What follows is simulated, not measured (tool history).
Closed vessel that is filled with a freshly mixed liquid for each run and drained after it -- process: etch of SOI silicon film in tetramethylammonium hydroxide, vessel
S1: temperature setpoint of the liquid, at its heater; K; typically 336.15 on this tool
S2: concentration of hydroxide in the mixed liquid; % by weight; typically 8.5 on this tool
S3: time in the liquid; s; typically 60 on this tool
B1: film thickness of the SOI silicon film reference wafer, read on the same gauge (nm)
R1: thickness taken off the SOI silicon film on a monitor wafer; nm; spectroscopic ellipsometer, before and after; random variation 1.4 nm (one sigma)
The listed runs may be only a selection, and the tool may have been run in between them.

Run 1, day 0: usual settings; B1 119.08. Result: R1 298.4 nm.
Run 2, day 1.104: usual settings; B1 118.98. Result: R1 295.87 nm.
Run 3, day 2.267: usual settings; B1 118.83. Result: R1 297.82 nm.
Run 4, day 3.5: usual settings; B1 118.7. Result: R1 295.8 nm.
Run 5, day 4.508: usual settings; B1 118.57. Result: R1 297.31 nm.
Run 6, day 5.862: usual settings; B1 118.42. Result: R1 295.9 nm.
Run 7, day 6.8: usual settings; B1 118.33. Result: R1 293.67 nm.
Run 8, day 7.792: usual settings; B1 118.21. Result: R1 295.2 nm.
Run 9, day 8.679: usual settings; B1 118.12. Result: R1 295.67 nm.
Run 10, day 9.571: usual settings; B1 118.01. Result: R1 294.47 nm.
Run 11, day 10.158: usual settings but S1 332.65 K, S3 80 s; B1 117.94. Result: R1 317.06 nm.
Run 12, day 13.875: usual settings; B1 119.86. Result: R1 299.6 nm.
Run 13, day 14.796: usual settings; B1 119.74. Result: R1 299.32 nm.
Run 14, day 15.85: usual settings but S2 7 % by weight, S3 85 s; B1 119.64. Result: R1 449.74 nm.
Run 15, day 16.738: usual settings but S1 344.15 K, S2 6.5 % by weight, S3 85 s; B1 119.53. Result: R1 739.52 nm.
Run 16, day 17.488: usual settings but S2 10 % by weight, S3 45 s; B1 119.46. Result: R1 210.35 nm.
Run 17, day 18.467: usual settings but S2 6 % by weight; B1 119.31. Result: R1 328.77 nm.
Run 18, day 19.475: usual settings; B1 119.21. Result: R1 295.51 nm.
Run 19, day 20.671: usual settings but S1 330.15 K; B1 119.06. Result: R1 204.06 nm.
Run 20, day 21.371: usual settings but S2 10 % by weight, S3 40 s; B1 119. Result: R1 185.4 nm.
Run 21, day 22.6: usual settings; B1 118.84. Result: R1 295.86 nm.
Run 22, day 23.312: usual settings but S1 332.15 K, S2 9.5 % by weight; B1 118.76. Result: R1 220.99 nm.

Removed from this log: 3 entries logged between the listed runs. Between which two listed runs does each belong, and how does the tool's hidden state at the listed run before it compare with that at the listed run after it?
Run 11 -> run 12: gauge calibrated (day 10.238); hydroxide flow meter replaced (day 10.867)
  gauge reads high (%): -1.72 -> -0.117
  what was measured, less what the result would be without the hidden state, R1: -5.56 -> -0.35 nm
Run 13 -> run 14: thermometer replaced (day 15.308)
  gauge reads high (%): -0.205 -> -0.306
  what was measured, less what the result would be without the hidden state, R1: -0.62 -> -1.39 nm

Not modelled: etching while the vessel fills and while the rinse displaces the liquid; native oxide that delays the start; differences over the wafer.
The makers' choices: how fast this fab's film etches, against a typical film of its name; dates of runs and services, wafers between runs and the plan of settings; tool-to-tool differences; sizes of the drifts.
